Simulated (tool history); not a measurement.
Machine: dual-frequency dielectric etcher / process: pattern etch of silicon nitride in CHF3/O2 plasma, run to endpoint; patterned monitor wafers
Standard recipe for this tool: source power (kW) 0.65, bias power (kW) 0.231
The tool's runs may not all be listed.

run,hour,source power (kW),bias power (kW),wafers since the last listed run,hours since the last wet clean,hours since the last source power generator calibration,hours since the last bias power generator calibration,hours since the last upper electrode change,"incoming incoming film thickness, nm",endpoint time (s)
1,0,0.65,0.231,0,393.9,4882.3,1632.6,3169.7,72,42.8
2,9.7,0.65,0.231,105,403.6,4892,1642.3,3179.4,71.7,42.6
3,19,0.65,0.231,100,412.9,4901.3,1651.6,3188.7,71.4,42.6
4,28.1,0.65,0.231,98,422,4910.4,1660.7,3197.8,70.8,41.9
5,34.6,0.65,0.231,70,428.5,4916.9,1667.2,3204.3,71.4,42.4
6,50.3,0.65,0.231,170,444.2,4932.6,1682.9,3220,71.7,42.7
7,60.6,0.65,0.193,111,454.5,4942.9,1693.2,3230.3,71.4,45.5
8,69.5,0.65,0.193,96,463.4,4951.8,1702.1,3239.2,71.8,45.8
9,84.9,0.65,0.193,167,478.8,4967.2,1717.5,3254.6,72.6,46.4
10,94.9,0.65,0.231,108,488.8,4977.2,1727.5,3264.6,71.6,42.7
11,106.6,0.65,0.231,126,500.5,4988.9,1739.2,3276.3,71.5,42.6
12,120.7,0.65,0.231,153,514.6,5003,1753.3,3290.4,71.7,42.7
13,131.7,0.61,0.231,119,525.6,5014,1764.3,3301.4,71.5,43.9
14,149.3,0.61,0.231,190,543.2,5031.6,1781.9,3319,71.6,43.9
15,162,0.65,0.231,137,555.9,5044.3,1794.6,3331.7,71.9,43.2
16,189.8,0.55,0.198,301,583.7,5072.1,1822.4,3359.5,71.9,48.8
17,204.6,0.65,0.231,160,598.5,5086.9,1837.2,3374.3,71.4,43
18,214.1,0.73,0.231,103,608,5096.4,1846.7,3383.8,71.6,41.2
# hour 239.7: upper electrode replaced
# hour 260.4: wet clean of the chamber
19,260.9,0.71,0.178,23,0.5,5143.2,1893.5,21.2,71.6,44.7
20,261.3,0.8,0.209,4,0.9,5143.6,1893.9,21.6,71.5,40.4
21,261.6,0.65,0.231,3,1.2,5143.9,1894.2,21.9,71.9,42.4
22,261.9,0.65,0.231,3,1.5,5144.2,1894.5,22.2,72.4,42.9
23,267.2,0.55,0.193,57,6.8,5149.5,1899.8,27.5,71.9,48.1
# hour 273.4: source power generator calibrated
24,276.6,0.52,0.231,58,16.2,3.2,1909.2,36.9,72.1,46.2
25,283,0.56,0.205,69,22.6,9.6,1915.6,43.3,71.6,46.5
# hour 293.8: bias power generator calibrated
26,298.2,0.8,0.273,121,37.8,24.8,4.4,58.5,71.5,36.6
27,314.2,0.81,0.231,173,53.8,40.8,20.4,74.5,71,38.6
28,323.2,0.57,0.198,97,62.8,49.8,29.4,83.5,71.9,47.1
29,334.2,0.75,0.212,119,73.8,60.8,40.4,94.5,71.9,41.4
30,352.1,0.65,0.231,194,91.7,78.7,58.3,112.4,71.1,41.9
31,363.7,0.73,0.201,125,103.3,90.3,69.9,124,71.5,42.4
32,369.8,0.65,0.231,66,109.4,96.4,76,130.1,71.7,42.6
33,386.2,0.5,0.196,177,125.8,112.8,92.4,146.5,72,49.9
34,403,0.65,0.231,182,142.6,129.6,109.2,163.3,71.6,42.2
35,416.9,0.51,0.231,150,156.5,143.5,123.1,177.2,71.6,46.6
36,428.1,0.65,0.231,121,167.7,154.7,134.3,188.4,71,42.3

Alternative continuations, all from the tool just after run 36; predict every row:
A,428.5,0.65,0.231,4,168.1,155.1,134.7,188.8,71.8,?
B,428.5,0.56,0.18,4,168.1,155.1,134.7,188.8,71.8,?
C,428.5,0.71,0.231,4,168.1,155.1,134.7,188.8,71.8,?

run,endpoint time (s)
A,42.7
B,49.5
C,41.3
Without the tool's unlogged condition, the same runs would have read:
run,endpoint time (s)
A,42.1
B,48.8
C,40.7

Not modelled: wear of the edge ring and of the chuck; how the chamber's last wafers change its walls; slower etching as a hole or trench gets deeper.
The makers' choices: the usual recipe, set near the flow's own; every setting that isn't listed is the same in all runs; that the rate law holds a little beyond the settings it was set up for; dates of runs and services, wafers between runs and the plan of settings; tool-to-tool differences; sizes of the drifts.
